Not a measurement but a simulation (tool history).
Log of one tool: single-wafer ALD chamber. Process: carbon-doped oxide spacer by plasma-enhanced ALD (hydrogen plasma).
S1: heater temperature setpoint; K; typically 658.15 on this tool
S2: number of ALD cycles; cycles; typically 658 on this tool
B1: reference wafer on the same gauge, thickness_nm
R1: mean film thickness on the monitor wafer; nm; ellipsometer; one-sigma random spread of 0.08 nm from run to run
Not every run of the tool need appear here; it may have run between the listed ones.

{"run": 1, "hour": 0.0, "S1": 658.15, "S2": 658, "B1": 36.493, "R1": 31.833}
{"run": 2, "hour": 59.5, "S1": 653.15, "S2": 558, "B1": 36.492, "R1": 27.134}
{"run": 3, "hour": 109.2, "S1": 653.15, "S2": 558, "B1": 36.517, "R1": 27.281}
{"run": 4, "hour": 155.8, "S1": 653.15, "S2": 558, "B1": 36.475, "R1": 27.099}
{"run": 5, "hour": 251.1, "S1": 664.15, "S2": 658, "B1": 36.511, "R1": 31.921}
{"run": 6, "hour": 301.6, "S1": 664.15, "S2": 658, "B1": 36.507, "R1": 31.921}
{"run": 7, "hour": 372.7, "S1": 664.15, "S2": 658, "B1": 36.523, "R1": 31.941}
{"run": 8, "hour": 407.2, "S1": 654.15, "S2": 658, "B1": 36.484, "R1": 31.889}
{"run": 9, "hour": 477.1, "S1": 658.15, "S2": 586, "B1": 36.51, "R1": 28.496}
{"run": 10, "hour": 521.6, "S1": 658.15, "S2": 658, "B1": 36.497, "R1": 31.959}
{"run": 11, "hour": 726.5, "S1": 658.15, "S2": 658, "B1": 36.52, "R1": 31.884}
{"run": 12, "hour": 775.7, "S1": 658.15, "S2": 658, "B1": 36.518, "R1": 31.784}
{"hour": 813.9, "done": "gauge calibrated"}
{"run": 13, "hour": 820.1, "S1": 658.15, "S2": 658, "B1": 36.51, "R1": 31.934}
{"run": 14, "hour": 859.4, "S1": 658.15, "S2": 658, "B1": 36.516, "R1": 31.984}
{"run": 15, "hour": 907.6, "S1": 658.15, "S2": 658, "B1": 36.498, "R1": 31.857}
{"run": 16, "hour": 937.3, "S1": 658.15, "S2": 658, "B1": 36.517, "R1": 31.948}
{"run": 17, "hour": 980.5, "S1": 658.15, "S2": 658, "B1": 36.485, "R1": 32}
{"run": 18, "hour": 1040.3, "S1": 648.15, "S2": 658, "B1": 36.51, "R1": 31.996}
{"run": 19, "hour": 1085.2, "S1": 673.15, "S2": 620, "B1": 36.518, "R1": 30.056}
{"run": 20, "hour": 1138.8, "S1": 672.15, "S2": 713, "B1": 36.522, "R1": 34.568}
{"run": 21, "hour": 1173.6, "S1": 658.15, "S2": 658, "B1": 36.511, "R1": 31.986}
{"run": 22, "hour": 1242.1, "S1": 658.15, "S2": 658, "B1": 36.487, "R1": 31.87}
{"run": 23, "hour": 1310.8, "S1": 663.15, "S2": 557, "B1": 36.499, "R1": 27.103}
{"run": 24, "hour": 1358.1, "S1": 658.15, "S2": 658, "B1": 36.514, "R1": 31.975}
{"run": 25, "hour": 1400.8, "S1": 671.15, "S2": 753, "B1": 36.498, "R1": 36.704}
{"run": 26, "hour": 1462.1, "S1": 646.15, "S2": 748, "B1": 36.514, "R1": 36.352}
{"hour": 1476.7, "done": "thermocouple changed; heater temperature recalibrated"}
{"run": 27, "hour": 1507.4, "S1": 662.15, "S2": 739, "B1": 36.473, "R1": 35.754}
{"run": 28, "hour": 1566.1, "S1": 645.15, "S2": 740, "B1": 36.51, "R1": 35.969}
{"run": 29, "hour": 1611.4, "S1": 658.15, "S2": 658, "B1": 36.497, "R1": 31.863}
{"run": 30, "hour": 1663.4, "S1": 652.15, "S2": 579, "B1": 36.482, "R1": 28.155}
{"run": 31, "hour": 1720.1, "S1": 652.15, "S2": 562, "B1": 36.513, "R1": 27.392}
{"run": 32, "hour": 1774.9, "S1": 658.15, "S2": 658, "B1": 36.507, "R1": 31.844}
{"run": 33, "hour": 1821.1, "S1": 658.15, "S2": 658, "B1": 36.476, "R1": 32.001}
{"run": 34, "hour": 1865.4, "S1": 653.15, "S2": 658, "B1": 36.52, "R1": 31.981}
{"run": 35, "hour": 1903.1, "S1": 670.15, "S2": 604, "B1": 36.512, "R1": 29.509}
{"run": 36, "hour": 1936.5, "S1": 650.15, "S2": 658, "B1": 36.526, "R1": 31.975}
{"run": 37, "hour": 1960.5, "S1": 672.15, "S2": 589, "B1": 36.483, "R1": 28.68}

3 options for the next run, each taken on its own from the tool as it stands now. Forecast them:
{"run": "A", "hour": 1961.9, "S1": 658.15, "S2": 658, "B1": "?", "R1": "?"}
{"run": "B", "hour": 1961.9, "S1": 643.15, "S2": 699, "B1": "?", "R1": "?"}
{"run": "C", "hour": 1961.9, "S1": 658.15, "S2": 602, "B1": "?", "R1": "?"}

run=A B1=36.52 R1=31.973
run=B B1=36.52 R1=33.965
run=C B1=36.52 R1=29.252
The same runs, with their run-to-run variation unchanged, on a tool lacking any hidden condition would have given:
run=A R1=31.973
run=B R1=33.965
run=C R1=29.252

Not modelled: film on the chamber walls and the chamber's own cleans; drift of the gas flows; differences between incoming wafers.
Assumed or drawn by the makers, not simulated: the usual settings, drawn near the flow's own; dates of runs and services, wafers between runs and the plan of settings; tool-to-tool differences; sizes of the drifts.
